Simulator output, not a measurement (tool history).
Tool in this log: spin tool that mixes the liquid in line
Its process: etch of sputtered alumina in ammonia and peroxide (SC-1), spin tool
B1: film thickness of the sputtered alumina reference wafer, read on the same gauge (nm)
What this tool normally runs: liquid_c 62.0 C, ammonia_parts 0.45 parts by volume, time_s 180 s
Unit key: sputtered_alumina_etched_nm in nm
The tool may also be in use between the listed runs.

{"run": 1, "hour": 0.0, "liquid_c": 62.0, "ammonia_parts": 0.45, "time_s": 180, "B1": 79.99, "sputtered_alumina_etched_nm": 25.09}
{"hour": 46.7, "done": "new drum of ammonia solution connected"}
{"run": 2, "hour": 107.3, "liquid_c": 62.0, "ammonia_parts": 0.45, "time_s": 180, "B1": 80.0, "sputtered_alumina_etched_nm": 25.7}
{"run": 3, "hour": 160.3, "liquid_c": 62.0, "ammonia_parts": 0.45, "time_s": 180, "B1": 79.96, "sputtered_alumina_etched_nm": 25.48}
{"run": 4, "hour": 254.9, "liquid_c": 62.0, "ammonia_parts": 0.45, "time_s": 180, "B1": 79.99, "sputtered_alumina_etched_nm": 25.7}
{"run": 5, "hour": 336.9, "liquid_c": 62.0, "ammonia_parts": 0.45, "time_s": 180, "B1": 79.95, "sputtered_alumina_etched_nm": 26.13}
{"run": 6, "hour": 375.2, "liquid_c": 62.0, "ammonia_parts": 0.45, "time_s": 180, "B1": 79.97, "sputtered_alumina_etched_nm": 25.95}
{"hour": 404.4, "done": "new drum of ammonia solution connected"}
{"hour": 426.4, "done": "heated supply line repaired"}
{"run": 7, "hour": 438.1, "liquid_c": 62.0, "ammonia_parts": 0.45, "time_s": 180, "B1": 79.98, "sputtered_alumina_etched_nm": 26.27}
{"hour": 523.1, "done": "ammonia flow meter replaced"}
{"run": 8, "hour": 537.7, "liquid_c": 62.0, "ammonia_parts": 0.45, "time_s": 120, "B1": 79.97, "sputtered_alumina_etched_nm": 17.59}
{"run": 9, "hour": 578.7, "liquid_c": 67.0, "ammonia_parts": 0.45, "time_s": 180, "B1": 79.97, "sputtered_alumina_etched_nm": 33.94}
{"hour": 580.7, "done": "thermometer replaced"}
{"run": 10, "hour": 632.4, "liquid_c": 67.0, "ammonia_parts": 0.45, "time_s": 180, "B1": 80.0, "sputtered_alumina_etched_nm": 30.99}
{"run": 11, "hour": 703.3, "liquid_c": 62.0, "ammonia_parts": 0.45, "time_s": 180, "B1": 79.96, "sputtered_alumina_etched_nm": 23.9}
{"run": 12, "hour": 778.8, "liquid_c": 53.0, "ammonia_parts": 0.4, "time_s": 180, "B1": 79.97, "sputtered_alumina_etched_nm": 15.1}
{"hour": 812.5, "done": "new drum of ammonia solution connected"}
{"run": 13, "hour": 859.3, "liquid_c": 62.0, "ammonia_parts": 0.45, "time_s": 140, "B1": 80.01, "sputtered_alumina_etched_nm": 18.88}
{"run": 14, "hour": 941.3, "liquid_c": 62.0, "ammonia_parts": 0.45, "time_s": 180, "B1": 79.97, "sputtered_alumina_etched_nm": 24.39}
{"run": 15, "hour": 1012.4, "liquid_c": 62.0, "ammonia_parts": 0.6, "time_s": 145, "B1": 80.01, "sputtered_alumina_etched_nm": 20.1}
{"run": 16, "hour": 1074.7, "liquid_c": 62.0, "ammonia_parts": 0.3, "time_s": 230, "B1": 80.0, "sputtered_alumina_etched_nm": 30.35}
{"run": 17, "hour": 1157.7, "liquid_c": 64.5, "ammonia_parts": 0.45, "time_s": 180, "B1": 80.02, "sputtered_alumina_etched_nm": 28.36}
{"hour": 1173.9, "done": "gauge calibrated"}
{"hour": 1175.8, "done": "new drum of ammonia solution connected"}
{"hour": 1179.6, "done": "heated supply line repaired"}
{"run": 18, "hour": 1231.4, "liquid_c": 62.0, "ammonia_parts": 0.45, "time_s": 180, "B1": 79.99, "sputtered_alumina_etched_nm": 24.85}
{"run": 19, "hour": 1331.8, "liquid_c": 62.0, "ammonia_parts": 0.6, "time_s": 180, "B1": 79.99, "sputtered_alumina_etched_nm": 26.01}
{"hour": 1391.5, "done": "ammonia flow meter replaced"}
{"run": 20, "hour": 1415.3, "liquid_c": 54.0, "ammonia_parts": 0.45, "time_s": 270, "B1": 80.0, "sputtered_alumina_etched_nm": 25.05}
{"run": 21, "hour": 1513.6, "liquid_c": 62.0, "ammonia_parts": 0.45, "time_s": 180, "B1": 79.96, "sputtered_alumina_etched_nm": 25.6}
{"run": 22, "hour": 1551.1, "liquid_c": 62.0, "ammonia_parts": 0.4, "time_s": 180, "B1": 79.99, "sputtered_alumina_etched_nm": 25.46}
{"hour": 1572.4, "done": "new drum of ammonia solution connected"}
{"run": 23, "hour": 1637.3, "liquid_c": 62.0, "ammonia_parts": 0.65, "time_s": 180, "B1": 80.01, "sputtered_alumina_etched_nm": 26.68}
{"run": 24, "hour": 1723.6, "liquid_c": 62.0, "ammonia_parts": 0.65, "time_s": 180, "B1": 80.0, "sputtered_alumina_etched_nm": 26.76}
{"run": 25, "hour": 1813.9, "liquid_c": 69.0, "ammonia_parts": 0.55, "time_s": 180, "B1": 79.99, "sputtered_alumina_etched_nm": 37.32}

Forecast each of these 3 alternatives for the next run:
{"run": "A", "hour": 1814.4, "liquid_c": 62.0, "ammonia_parts": 0.45, "time_s": 180, "B1": "?", "sputtered_alumina_etched_nm": "?"}
{"run": "B", "hour": 1814.4, "liquid_c": 67.5, "ammonia_parts": 0.45, "time_s": 180, "B1": "?", "sputtered_alumina_etched_nm": "?"}
{"run": "C", "hour": 1814.4, "liquid_c": 62.0, "ammonia_parts": 0.45, "time_s": 100, "B1": "?", "sputtered_alumina_etched_nm": "?"}

run=A B1=80.02 sputtered_alumina_etched_nm=26.28
run=B B1=80.02 sputtered_alumina_etched_nm=34.44
run=C B1=80.02 sputtered_alumina_etched_nm=14.60
With no hidden state in the tool, these same runs would have given:
run=A sputtered_alumina_etched_nm=24.05
run=B sputtered_alumina_etched_nm=31.62
run=C sputtered_alumina_etched_nm=13.36
